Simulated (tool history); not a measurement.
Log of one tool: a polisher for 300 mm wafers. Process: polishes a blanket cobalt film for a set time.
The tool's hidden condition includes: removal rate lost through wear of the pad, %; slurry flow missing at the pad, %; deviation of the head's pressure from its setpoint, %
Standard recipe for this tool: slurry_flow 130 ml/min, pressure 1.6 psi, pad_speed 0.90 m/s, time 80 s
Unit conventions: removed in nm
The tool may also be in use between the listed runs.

| run | hour | slurry_flow | pressure | pad_speed | time | wafers since the last listed run | wafers polished on this pad | hours since the slurry nozzle was cleaned | hours since the head pressure was calibrated | incoming thickness of the incoming film, nm | removed |
|---|---|---|---|---|---|---|---|---|---|---|---|
| 1 | 0.0 | 130 | 1.6 | 0.90 | 80 | 0 | 432 | 680.1 | 540.8 | 830.7 | 325.1 |
| 2 | 15.9 | 130 | 1.6 | 0.90 | 80 | 132 | 565 | 696.0 | 556.7 | 811.0 | 320.6 |
| 3 | 28.5 | 130 | 1.6 | 0.90 | 80 | 105 | 670 | 708.6 | 569.3 | 814.9 | 320.9 |
| 4 | 37.3 | 130 | 1.6 | 0.90 | 90 | 73 | 743 | 717.4 | 578.1 | 817.5 | 357.0 |
| 5 | 52.3 | 130 | 1.6 | 0.90 | 90 | 125 | 868 | 732.4 | 593.1 | 809.7 | 355.8 |
| 6 | 61.4 | 130 | 1.6 | 0.90 | 90 | 75 | 944 | 741.5 | 602.2 | 837.7 | 355.1 |
| 7 | 73.7 | 130 | 1.6 | 0.90 | 62 | 102 | 1047 | 753.8 | 614.5 | 808.0 | 240.1 |
|  | 91.9 | worn pad replaced by a new one |
| 8 | 121.0 | 130 | 1.6 | 0.90 | 62 | 361 | 242 | 801.1 | 661.8 | 821.4 | 226.8 |
| 9 | 130.1 | 130 | 1.6 | 0.90 | 62 | 75 | 318 | 810.2 | 670.9 | 831.0 | 224.3 |
|  | 142.8 | worn pad replaced by a new one, repeated, since the last time left the tool worse |
| 10 | 143.3 | 130 | 1.6 | 0.90 | 62 | 76 | 3 | 823.4 | 684.1 | 817.7 | 260.3 |
|  | 145.8 | slurry nozzle cleaned |
| 11 | 149.3 | 130 | 2.1 | 1.16 | 80 | 41 | 45 | 3.5 | 690.1 | 818.5 | 502.8 |
| 12 | 157.5 | 95 | 1.6 | 0.90 | 80 | 68 | 113 | 11.7 | 698.3 | 814.5 | 304.2 |
| 13 | 167.8 | 130 | 1.6 | 1.16 | 80 | 85 | 199 | 22.0 | 708.6 | 825.2 | 426.0 |
| 14 | 175.6 | 130 | 1.6 | 0.90 | 96 | 65 | 264 | 29.8 | 716.4 | 825.6 | 397.7 |
|  | 177.6 | head pressure recalibrated |
| 15 | 193.3 | 140 | 1.2 | 0.64 | 90 | 130 | 395 | 47.5 | 15.7 | 828.4 | 225.8 |
| 16 | 200.6 | 90 | 1.8 | 1.04 | 90 | 60 | 456 | 54.8 | 23.0 | 819.9 | 403.0 |
| 17 | 213.6 | 170 | 1.3 | 1.04 | 60 | 108 | 564 | 67.8 | 36.0 | 823.3 | 261.7 |
| 18 | 226.4 | 95 | 1.1 | 0.90 | 60 | 106 | 671 | 80.6 | 48.8 | 827.9 | 179.5 |

Alternative continuations, all from the tool just after run 18; predict every row:
| A | 226.8 | 85 | 1.6 | 0.90 | 80 | 3 | 675 | 81.0 | 49.2 | 808.3 | ? |
| B | 226.8 | 130 | 1.1 | 0.78 | 87 | 3 | 675 | 81.0 | 49.2 | 808.3 | ? |
| C | 226.8 | 130 | 1.6 | 0.62 | 105 | 3 | 675 | 81.0 | 49.2 | 808.3 | ? |
| D | 226.8 | 110 | 1.6 | 1.16 | 60 | 3 | 675 | 81.0 | 49.2 | 808.3 | ? |

| run | removed |
|---|---|
| A | 284.0 |
| B | 244.7 |
| C | 288.9 |
| D | 296.9 |
Without the tool's hidden state the same runs would have given:
| run | removed |
|---|---|
| A | 297.8 |
| B | 256.6 |
| C | 303.0 |
| D | 311.3 |

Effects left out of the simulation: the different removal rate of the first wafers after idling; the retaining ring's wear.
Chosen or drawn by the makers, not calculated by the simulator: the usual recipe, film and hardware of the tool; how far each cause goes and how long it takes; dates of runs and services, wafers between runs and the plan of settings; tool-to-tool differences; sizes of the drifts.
